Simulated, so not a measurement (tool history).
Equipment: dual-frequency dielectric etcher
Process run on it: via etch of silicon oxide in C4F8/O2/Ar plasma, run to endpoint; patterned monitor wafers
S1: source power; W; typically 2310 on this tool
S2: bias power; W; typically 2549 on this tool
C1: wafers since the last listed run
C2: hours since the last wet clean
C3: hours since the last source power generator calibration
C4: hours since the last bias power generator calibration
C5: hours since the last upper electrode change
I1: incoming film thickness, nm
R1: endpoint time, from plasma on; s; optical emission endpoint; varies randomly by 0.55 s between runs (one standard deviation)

run,hour,S1,S2,C1,C2,C3,C4,C5,I1,R1
1,0.0,2310,2549,0,23.7,1617.3,1291.0,3894.4,1076.4,185.9
2,57.5,2310,2549,284,81.2,1674.8,1348.5,3951.9,1074.7,186.7
3,98.0,2310,2549,200,121.7,1715.3,1389.0,3992.4,1070.9,185.9
4,145.4,2310,2288,234,169.1,1762.7,1436.4,4039.8,1077.7,193.5
5,209.4,2310,2549,316,233.1,1826.7,1500.4,4103.8,1075.1,187.6
6,254.5,2310,2549,223,278.2,1871.8,1545.5,4148.9,1065.1,185.1
# hour 298.1: source power generator calibrated
7,307.3,2310,2549,241,331.0,9.2,1598.3,4201.7,1064.9,184.2
8,369.5,2310,2549,307,393.2,71.4,1660.5,4263.9,1080.8,187.1
9,426.0,2570,3040,279,449.7,127.9,1717.0,4320.4,1082.3,170.5
# hour 449.2: bias power generator calibrated
# hour 477.0: wet clean of the chamber
10,549.6,2550,3001,473,72.6,251.5,100.4,4444.0,1073.4,167.7
11,614.6,1990,2141,321,137.6,316.5,165.4,4509.0,1067.7,204.5
12,657.2,2310,2549,210,180.2,359.1,208.0,4551.6,1089.0,186.7
# hour 701.5: upper electrode replaced
13,705.9,2310,2549,122,228.9,407.8,256.7,4.4,1085.8,187.6
14,772.4,2510,2549,329,295.4,474.3,323.2,70.9,1079.5,181.0
15,799.6,2140,2815,134,322.6,501.5,350.4,98.1,1063.2,184.4
16,857.6,2600,2837,287,380.6,559.5,408.4,156.1,1068.9,171.7
17,924.6,1870,2343,331,447.6,626.5,475.4,223.1,1066.4,207.1

For each run, what was the tool's unlogged condition?
bias power that arrives over what is set, %: 0 in every run
H1: etch rate over this chamber's usual, %
H2: source power that arrives over what is set, %
run,H1,H2
1,-0.0412,-4.09
2,-0.234,-4.24
3,-0.369,-4.34
4,-0.528,-4.46
5,-0.742,-4.62
6,-0.893,-4.74
7,-1.07,-0.13
8,-1.28,-0.288
9,-1.47,-0.431
10,-0.143,-0.745
11,-0.36,-0.91
12,-0.503,-1.02
13,-0.666,-1.14
14,-0.888,-1.31
15,-0.979,-1.38
16,-1.17,-1.53
17,-1.4,-1.7

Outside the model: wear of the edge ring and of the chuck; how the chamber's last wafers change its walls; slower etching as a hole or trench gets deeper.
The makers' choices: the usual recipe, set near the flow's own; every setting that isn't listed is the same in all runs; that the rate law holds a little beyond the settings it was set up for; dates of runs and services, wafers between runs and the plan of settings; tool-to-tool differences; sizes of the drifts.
